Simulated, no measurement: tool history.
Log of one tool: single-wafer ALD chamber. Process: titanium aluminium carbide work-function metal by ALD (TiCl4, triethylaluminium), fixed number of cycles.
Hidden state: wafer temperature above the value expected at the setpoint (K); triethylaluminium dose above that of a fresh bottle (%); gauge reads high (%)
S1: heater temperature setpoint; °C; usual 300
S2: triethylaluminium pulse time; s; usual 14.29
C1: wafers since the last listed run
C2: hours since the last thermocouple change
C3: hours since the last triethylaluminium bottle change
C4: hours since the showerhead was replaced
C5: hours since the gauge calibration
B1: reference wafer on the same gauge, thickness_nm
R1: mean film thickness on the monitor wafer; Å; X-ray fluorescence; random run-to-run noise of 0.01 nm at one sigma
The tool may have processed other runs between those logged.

run    hour   S1     S2   C1      C2      C3      C4      C5     B1     R1
  1     0.0  300  10.37    0  2653.7   840.4  4768.6   519.5  2.031  20.76
  2    41.0  300  10.37  353  2694.7   881.4  4809.6   560.5  2.033  20.76
  3    68.2  300  10.37  234  2721.9   908.6  4836.8   587.7  2.026  21.07
  4   119.7  300  14.29  444  2773.4   960.1  4888.3   639.2  2.031  21.12
  5   157.9  300  14.29  329  2811.6   998.3  4926.5   677.4  2.028  21.04
  6   227.4  289  17.67  599  2881.1  1067.8  4996.0   746.9  2.031  20.01
  7   293.2  289  17.67  567  2946.9  1133.6  5061.8   812.7  2.027  20.28
  8   347.7  300  14.29  470  3001.4  1188.1  5116.3   867.2  2.030  21.12
      364.3  -- thermocouple changed; heater temperature recalibrated
  9   419.3  300  14.29  548    55.0  1259.7  5187.9   938.8  2.029  21.01
      452.2  -- triethylaluminium bottle replaced
 10   452.7  300  14.29  219    88.4     0.5  5221.3   972.2  2.031  20.98
 11   487.5  300  14.29  300   123.2    35.3  5256.1  1007.0  2.031  21.13
      496.1  -- gauge calibrated
 12   514.3  300  14.29  231   150.0    62.1  5282.9    18.2  2.026  20.96
 13   568.0  294  19.26  463   203.7   115.8  5336.6    71.9  2.028  20.80
 14   615.8  296  11.16  412   251.5   163.6  5384.4   119.7  2.033  20.50
 15   650.2  300  14.29  296   285.9   198.0  5418.8   154.1  2.027  21.16
 16   694.5  300  14.29  382   330.2   242.3  5463.1   198.4  2.029  21.02
 17   733.3  310  11.32  334   369.0   281.1  5501.9   237.2  2.029  21.74
      756.4  -- showerhead replaced
 18   796.6  304  14.29  476   432.3   344.4    40.2   300.5  2.031  21.45
 19   857.3  315  16.36  523   493.0   405.1   100.9   361.2  2.028  22.48
 20   882.0  311  17.79  213   517.7   429.8   125.6   385.9  2.031  22.12
 21   938.7  300  14.29  489   574.4   486.5   182.3   442.6  2.032  20.93
 22  1000.5  310   9.30  533   636.2   548.3   244.1   504.4  2.031  21.41
 23  1054.8  314   8.67  468   690.5   602.6   298.4   558.7  2.033  21.52
 24  1080.6  300  14.29  222   716.3   628.4   324.2   584.5  2.029  21.22
 25  1148.2  300  14.29  583   783.9   696.0   391.8   652.1  2.030  21.18

4 ways to go on from here, each from the tool as it stands after run 25. What would each give?
  A  1148.6  300  14.29   3  784.3  696.4  392.2  652.5   ?   ?
  B  1148.6  290  11.58   3  784.3  696.4  392.2  652.5   ?   ?
  C  1148.6  290  10.98   3  784.3  696.4  392.2  652.5   ?   ?
  D  1148.6  300  19.08   3  784.3  696.4  392.2  652.5   ?   ?

run     B1     R1
  A  2.028  21.05
  B  2.028  20.04
  C  2.028  19.99
  D  2.028  21.16
With no hidden state in the tool, these same runs would have given:
run     R1
  A  21.05
  B  20.04
  C  19.99
  D  21.16

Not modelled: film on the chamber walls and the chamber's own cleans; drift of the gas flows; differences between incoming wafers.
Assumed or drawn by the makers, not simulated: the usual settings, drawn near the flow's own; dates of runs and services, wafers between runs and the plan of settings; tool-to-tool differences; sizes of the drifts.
